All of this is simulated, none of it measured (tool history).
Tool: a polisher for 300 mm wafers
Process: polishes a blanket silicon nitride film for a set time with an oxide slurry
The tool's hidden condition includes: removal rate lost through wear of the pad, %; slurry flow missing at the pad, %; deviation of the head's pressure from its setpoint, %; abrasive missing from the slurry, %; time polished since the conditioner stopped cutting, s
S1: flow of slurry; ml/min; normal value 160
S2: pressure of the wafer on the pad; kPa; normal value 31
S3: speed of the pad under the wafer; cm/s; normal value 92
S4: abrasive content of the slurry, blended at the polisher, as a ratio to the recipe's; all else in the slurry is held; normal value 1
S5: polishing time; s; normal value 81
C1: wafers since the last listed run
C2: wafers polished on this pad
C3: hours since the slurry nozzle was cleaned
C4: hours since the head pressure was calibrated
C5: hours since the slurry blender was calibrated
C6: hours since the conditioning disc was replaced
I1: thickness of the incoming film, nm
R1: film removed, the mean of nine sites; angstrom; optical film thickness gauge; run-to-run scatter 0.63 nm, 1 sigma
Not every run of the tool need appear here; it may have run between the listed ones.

run 1 hour=0 | S1=160 S2=31 S3=92 S4=1 S5=73 | C1=0 C2=1059 C3=364 C4=1228.5 C5=203.7 C6=79.4 | I1=337.6 | R1=436
-- hour=27.1 worn pad replaced by a new one
run 2 hour=27.6 | S1=160 S2=31 S3=92 S4=1 S5=73 | C1=288 C2=6 C3=391.6 C4=1256.1 C5=231.3 C6=107 | I1=342.4 | R1=445
-- hour=36.5 conditioning disc replaced and pad reconditioned
run 3 hour=37.9 | S1=160 S2=31 S3=92 S4=1 S5=81 | C1=101 C2=108 C3=401.9 C4=1266.4 C5=241.6 C6=1.4 | I1=341 | R1=499
run 4 hour=64.7 | S1=160 S2=31 S3=92 S4=1 S5=81 | C1=328 C2=436 C3=428.7 C4=1293.2 C5=268.4 C6=28.2 | I1=336.8 | R1=489
run 5 hour=89 | S1=160 S2=31 S3=92 S4=1 S5=81 | C1=297 C2=733 C3=453 C4=1317.5 C5=292.7 C6=52.5 | I1=339.5 | R1=488
run 6 hour=103.5 | S1=160 S2=31 S3=92 S4=1 S5=81 | C1=177 C2=911 C3=467.5 C4=1332 C5=307.2 C6=67 | I1=344.4 | R1=488
run 7 hour=122.5 | S1=160 S2=31 S3=92 S4=1 S5=81 | C1=232 C2=1143 C3=486.5 C4=1351 C5=326.2 C6=86 | I1=339.2 | R1=483
-- hour=135.7 conditioning disc replaced and pad reconditioned
-- hour=152.5 worn pad replaced by a new one
-- hour=157.3 slurry nozzle cleaned
run 8 hour=157.8 | S1=160 S2=31 S3=92 S4=1 S5=81 | C1=346 C2=53 C3=0.5 C4=1386.3 C5=361.5 C6=22.1 | I1=337.8 | R1=471
run 9 hour=180.6 | S1=140 S2=31 S3=92 S4=1 S5=81 | C1=279 C2=332 C3=23.3 C4=1409.1 C5=384.3 C6=44.9 | I1=345.8 | R1=448
run 10 hour=214.1 | S1=160 S2=31 S3=92 S4=0.8 S5=81 | C1=410 C2=742 C3=56.8 C4=1442.6 C5=417.8 C6=78.4 | I1=338.8 | R1=422
run 11 hour=228.4 | S1=160 S2=20.7 S3=92 S4=1 S5=54 | C1=175 C2=917 C3=71.1 C4=1456.9 C5=432.1 C6=92.7 | I1=334.3 | R1=198
-- hour=237.3 conditioning disc replaced and pad reconditioned
-- hour=237.7 slurry nozzle cleaned, repeated, since the last time left the tool worse
-- hour=246.9 worn pad replaced by a new one
run 12 hour=255.6 | S1=160 S2=31 S3=92 S4=1.15 S5=67 | C1=254 C2=106 C3=17.9 C4=1484.1 C5=459.3 C6=18.3 | I1=346.4 | R1=447
run 13 hour=283.1 | S1=160 S2=35.9 S3=100 S4=0.8 S5=55 | C1=336 C2=442 C3=45.4 C4=1511.6 C5=486.8 C6=45.8 | I1=336.6 | R1=402
-- hour=296.7 slurry blender recalibrated
-- hour=300.6 head pressure recalibrated
run 14 hour=310.9 | S1=110 S2=34.5 S3=92 S4=0.8 S5=61 | C1=291 C2=734 C3=73.2 C4=10.3 C5=14.2 C6=73.6 | I1=335 | R1=374
-- hour=331.9 conditioning disc replaced and pad reconditioned
run 15 hour=332.2 | S1=160 S2=31 S3=92 S4=1 S5=81 | C1=236 C2=970 C3=94.5 C4=31.6 C5=35.5 C6=0.3 | I1=343.1 | R1=510
-- hour=344.6 worn pad replaced by a new one
run 16 hour=350 | S1=215 S2=31 S3=92 S4=1 S5=81 | C1=168 C2=66 C3=112.3 C4=49.4 C5=53.3 C6=18.1 | I1=336.2 | R1=523
run 17 hour=383.9 | S1=200 S2=31 S3=72 S4=1 S5=81 | C1=415 C2=481 C3=146.2 C4=83.3 C5=87.2 C6=52 | I1=338.9 | R1=427
run 18 hour=407.7 | S1=160 S2=20.7 S3=92 S4=1 S5=54 | C1=291 C2=772 C3=170 C4=107.1 C5=111 C6=75.8 | I1=342.3 | R1=222
-- hour=421.9 conditioning disc replaced and pad reconditioned
run 19 hour=443.4 | S1=160 S2=31 S3=92 S4=1.2 S5=72 | C1=412 C2=1185 C3=205.7 C4=142.8 C5=146.7 C6=21.5 | I1=342.6 | R1=478

Some steps in R1, run to run, broken into two amounts with sign: the step expected even without the hidden condition (settings, incoming material, random variation), and the rest, left for the hidden condition together with whatever gauge scatter is not in both the measured and the hidden-condition-free result:
Run 10 -> 11: S2 31 -> 20.7, S4 0.8 -> 1, S5 81 -> 54. R1 -224 angstrom: hidden state +27, all else -251.
Run 18 -> 19: S2 20.7 -> 31, S4 1 -> 1.2, S5 54 -> 72, conditioning disc replaced and pad reconditioned. R1 +256 angstrom: hidden state -10, all else +266.

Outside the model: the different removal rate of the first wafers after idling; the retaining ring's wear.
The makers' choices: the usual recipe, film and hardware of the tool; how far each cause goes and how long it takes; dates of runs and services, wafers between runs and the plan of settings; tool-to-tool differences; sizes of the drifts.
